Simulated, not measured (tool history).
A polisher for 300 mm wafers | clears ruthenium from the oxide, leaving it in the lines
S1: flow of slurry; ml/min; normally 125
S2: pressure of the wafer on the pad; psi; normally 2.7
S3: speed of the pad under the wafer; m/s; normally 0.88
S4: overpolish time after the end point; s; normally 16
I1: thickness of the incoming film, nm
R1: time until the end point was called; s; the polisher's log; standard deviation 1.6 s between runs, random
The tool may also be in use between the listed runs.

run	day	S1	S2	S3	S4	I1	R1
1	0.000	125	2.7	0.88	23	154.9	138.5
2	2.112	125	2.7	0.88	16	157.1	141.4
# day 4.750: head pressure recalibrated
3	5.083	125	2.7	0.88	16	154.0	128.3
# day 7.150: worn pad replaced by a new one
4	7.908	125	2.7	0.88	16	155.0	128.8
5	10.062	125	2.7	0.88	16	156.4	132.3
6	11.121	125	2.7	0.88	16	155.9	131.8
7	12.596	125	2.7	0.88	16	154.0	129.6
8	14.333	125	2.7	0.88	16	155.4	130.9
9	17.075	125	2.7	0.88	16	155.5	131.8
# day 17.571: slurry nozzle cleaned
10	18.246	125	2.7	0.94	16	156.3	122.6
11	21.104	125	2.7	0.94	16	151.8	119.8
12	23.183	125	2.7	0.94	16	158.2	124.9
13	25.988	125	2.7	0.88	13	152.9	129.2
# day 26.992: worn pad replaced by a new one
14	28.942	110	2.7	1.04	16	155.6	118.2
15	30.321	125	1.8	1.02	16	157.1	151.3
16	31.321	125	2.7	0.88	11	155.1	130.2
17	34.433	90	2.7	0.88	16	155.4	142.7
18	35.488	150	3.6	0.88	16	155.5	105.7
# day 36.562: slurry nozzle cleaned
19	37.750	125	2.7	1.04	16	154.7	113.0
20	40.025	125	2.7	1.12	16	153.8	103.7
# day 41.879: head pressure recalibrated
21	42.279	100	2.7	0.88	16	156.7	132.6
22	43.625	125	2.7	0.88	16	154.5	128.3
23	45.521	125	2.7	0.88	21	157.2	134.1
# day 46.004: worn pad replaced by a new one
24	48.325	145	2.7	1.00	12	152.6	109.9
25	50.446	125	2.7	0.88	16	154.1	129.4
26	52.938	125	2.7	0.88	16	155.6	129.3
27	54.375	125	2.4	0.88	25	154.1	143.0
# day 54.612: slurry nozzle cleaned
28	56.229	125	2.7	1.18	25	157.1	100.2
29	58.833	125	2.7	1.00	22	156.0	115.1
30	59.962	125	2.7	0.88	21	155.1	131.1
31	61.383	125	1.8	0.74	16	152.8	202.4
32	62.833	125	2.4	0.80	16	158.0	158.6
33	64.412	115	3.2	0.88	21	153.4	116.7
34	65.496	100	2.3	0.72	26	154.1	189.2
# day 66.725: worn pad replaced by a new one
35	66.771	125	2.7	0.88	25	155.6	135.7
36	69.233	160	2.1	0.88	16	155.1	150.8

Alternative continuations, all from the tool just after run 36; predict every row:
A	69.254	125	2.7	1.06	16	153.6	?
B	69.254	125	3.5	0.70	16	153.6	?
C	69.254	140	2.7	0.64	16	153.6	?
D	69.254	125	2.1	0.60	16	153.6	?
E	69.254	125	3.3	1.06	16	153.6	?

run	R1
A	109.1
B	136.7
C	177.3
D	228.4
E	94.3
Had the tool no hidden state, the same runs would have come out as:
run	R1
A	106.7
B	133.7
C	173.5
D	223.4
E	92.3
